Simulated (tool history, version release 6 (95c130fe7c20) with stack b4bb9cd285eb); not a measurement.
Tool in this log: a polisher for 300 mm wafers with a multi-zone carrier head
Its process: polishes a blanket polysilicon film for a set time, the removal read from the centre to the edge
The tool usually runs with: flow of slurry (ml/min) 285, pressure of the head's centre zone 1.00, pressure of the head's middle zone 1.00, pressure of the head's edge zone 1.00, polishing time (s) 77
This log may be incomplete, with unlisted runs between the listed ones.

run,hour,flow of slurry (ml/min),pressure of the head's centre zone,pressure of the head's middle zone,pressure of the head's edge zone,polishing time (s),"incoming thickness of the incoming film, nm",film removed at the wafer's centre (angstrom),film removed at mid-radius (angstrom),film removed at the wafer's edge (angstrom)
1,0.0,285,1.00,1.00,1.00,77,1622.4,6050,6236,6468
2,61.5,340,0.91,0.90,1.00,77,1616.0,5643,5791,6451
3,117.5,285,1.00,1.07,0.94,77,1625.4,6059,6452,6098
4,181.4,285,1.00,1.00,1.00,77,1623.2,5923,5983,6076
5,245.7,260,1.00,1.09,1.00,77,1640.2,5751,6334,6135
6,280.1,385,1.00,1.00,1.11,77,1615.7,5802,5965,6474
# hour 294.3: slurry nozzle cleaned
# hour 303.2: worn pad replaced by a new one
7,323.1,285,1.00,1.08,1.07,102,1582.1,8025,8912,8744
8,372.2,240,0.94,1.07,1.00,77,1593.1,5619,6472,6410
9,430.8,285,1.00,1.04,1.00,77,1611.7,6135,6414,6459
# hour 450.9: centre zone pressure recalibrated
10,575.0,235,0.97,1.00,1.10,92,1621.7,6723,7022,7574
11,617.8,285,1.00,0.93,1.00,77,1609.2,5992,5675,6076
# hour 671.7: edge zone pressure recalibrated
12,674.4,285,1.00,1.00,1.00,77,1586.3,5713,5889,6001
# hour 694.4: worn pad replaced by a new one
13,724.7,285,1.11,1.06,0.92,77,1598.4,6976,6588,6209
14,770.3,195,0.88,1.00,0.91,77,1624.6,5179,5932,6006
15,798.3,285,1.05,1.00,0.89,77,1615.9,6528,6188,6311
16,869.9,285,1.08,0.93,0.92,64,1601.5,5387,4830,5025
17,913.2,285,1.00,1.00,0.91,69,1621.6,5503,5507,5466
18,948.7,245,1.05,1.00,1.00,77,1606.6,6075,6160,6275
# hour 967.8: centre zone pressure recalibrated
19,992.9,285,1.00,1.00,1.00,77,1598.4,6020,6072,6274
20,1032.7,285,1.00,1.00,1.00,77,1628.6,5834,5956,6308
# hour 1049.8: slurry nozzle cleaned
21,1074.3,375,1.00,1.00,1.00,77,1607.2,5951,6081,6168
# hour 1106.8: worn pad replaced by a new one
22,1107.3,285,1.00,1.00,1.00,77,1589.5,6153,6162,6327
23,1129.2,285,1.00,1.00,1.00,77,1607.8,5973,6242,6260

Alternative continuations, all from the tool just after run 23; predict every row:
A,1129.6,285,1.00,1.00,1.00,77,1609.5,?,?,?
B,1129.6,285,0.96,0.96,1.08,67,1609.5,?,?,?
C,1129.6,380,1.00,1.08,0.95,51,1609.5,?,?,?

run,film removed at the wafer's centre (angstrom),film removed at mid-radius (angstrom),film removed at the wafer's edge (angstrom)
A,6182,6209,6362
B,5161,5221,5752
C,4208,4499,4184
Had the tool no hidden state, the same runs would have come out as:
run,film removed at the wafer's centre (angstrom),film removed at mid-radius (angstrom),film removed at the wafer's edge (angstrom)
A,6283,6311,6466
B,5245,5307,5847
C,4277,4572,4253
